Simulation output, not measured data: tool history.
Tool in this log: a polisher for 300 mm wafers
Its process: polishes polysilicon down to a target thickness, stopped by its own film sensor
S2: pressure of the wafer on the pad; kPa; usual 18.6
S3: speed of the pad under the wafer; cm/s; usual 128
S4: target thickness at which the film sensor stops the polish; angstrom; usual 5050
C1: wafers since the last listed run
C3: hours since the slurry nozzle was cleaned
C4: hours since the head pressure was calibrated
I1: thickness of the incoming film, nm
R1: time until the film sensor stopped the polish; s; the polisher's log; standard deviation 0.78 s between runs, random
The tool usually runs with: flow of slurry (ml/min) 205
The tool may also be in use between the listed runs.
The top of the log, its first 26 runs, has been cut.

run 27 day=26.992 | flow_of_slurry_(ml/min)=185 S2=18.6 S3=128 S4=5050 | C1=141 wafers_polished_on_this_pad=1149 C3=466.8 C4=163.5 | I1=1013.6 | R1=67.9
-- day=27.25 worn pad replaced by a new one
run 28 day=27.992 | flow_of_slurry_(ml/min)=160 S2=24.1 S3=160 S4=5050 | C1=135 wafers_polished_on_this_pad=120 C3=490.8 C4=187.5 | I1=1040 | R1=47.2
run 29 day=28.654 | flow_of_slurry_(ml/min)=205 S2=16.5 S3=106 S4=5050 | C1=107 wafers_polished_on_this_pad=228 C3=506.7 C4=203.4 | I1=1022.2 | R1=92.1
run 30 day=29.971 | flow_of_slurry_(ml/min)=205 S2=18.6 S3=128 S4=5050 | C1=214 wafers_polished_on_this_pad=442 C3=538.3 C4=235 | I1=1026.9 | R1=69.4
-- day=30.475 slurry nozzle cleaned
run 31 day=31.3 | flow_of_slurry_(ml/min)=265 S2=21.4 S3=152 S4=4480 | C1=209 wafers_polished_on_this_pad=652 C3=19.8 C4=266.9 | I1=1030.6 | R1=52.6
run 32 day=32.021 | flow_of_slurry_(ml/min)=205 S2=18.6 S3=128 S4=5050 | C1=117 wafers_polished_on_this_pad=769 C3=37.1 C4=284.2 | I1=1029.3 | R1=65.2
run 33 day=32.733 | flow_of_slurry_(ml/min)=270 S2=18.6 S3=98 S4=5050 | C1=115 wafers_polished_on_this_pad=885 C3=54.2 C4=301.3 | I1=1041 | R1=86.3
run 34 day=33.408 | flow_of_slurry_(ml/min)=205 S2=18.6 S3=128 S4=5050 | C1=109 wafers_polished_on_this_pad=995 C3=70.4 C4=317.5 | I1=1028.3 | R1=65.7
run 35 day=34.817 | flow_of_slurry_(ml/min)=205 S2=18.6 S3=128 S4=5050 | C1=229 wafers_polished_on_this_pad=1224 C3=104.2 C4=351.3 | I1=1041.6 | R1=67.5
-- day=35.012 worn pad replaced by a new one
run 36 day=37.946 | flow_of_slurry_(ml/min)=165 S2=22.8 S3=86 S4=3900 | C1=482 wafers_polished_on_this_pad=477 C3=179.3 C4=426.4 | I1=1028.6 | R1=105.4
run 37 day=39.042 | flow_of_slurry_(ml/min)=205 S2=18.6 S3=128 S4=5050 | C1=178 wafers_polished_on_this_pad=656 C3=205.6 C4=452.7 | I1=1028.5 | R1=66.5
run 38 day=40.325 | flow_of_slurry_(ml/min)=265 S2=18.6 S3=128 S4=3230 | C1=208 wafers_polished_on_this_pad=865 C3=236.4 C4=483.5 | I1=1030.9 | R1=89.1

Branching from run 38: 3 alternative next runs. What would each branch give?
run A day=40.342 | flow_of_slurry_(ml/min)=135 S2=18.6 S3=128 S4=5050 | C1=2 wafers_polished_on_this_pad=867 C3=236.8 C4=483.9 | I1=1032.8 | R1=?
run B day=40.342 | flow_of_slurry_(ml/min)=205 S2=16.5 S3=128 S4=5050 | C1=2 wafers_polished_on_this_pad=867 C3=236.8 C4=483.9 | I1=1032.8 | R1=?
run C day=40.342 | flow_of_slurry_(ml/min)=205 S2=22.8 S3=104 S4=5050 | C1=2 wafers_polished_on_this_pad=867 C3=236.8 C4=483.9 | I1=1032.8 | R1=?

run=A R1=73.5
run=B R1=74.8
run=C R1=71.1
What these runs would have given with no unlogged condition in the tool:
run=A R1=70.4
run=B R1=72.7
run=C R1=69.1

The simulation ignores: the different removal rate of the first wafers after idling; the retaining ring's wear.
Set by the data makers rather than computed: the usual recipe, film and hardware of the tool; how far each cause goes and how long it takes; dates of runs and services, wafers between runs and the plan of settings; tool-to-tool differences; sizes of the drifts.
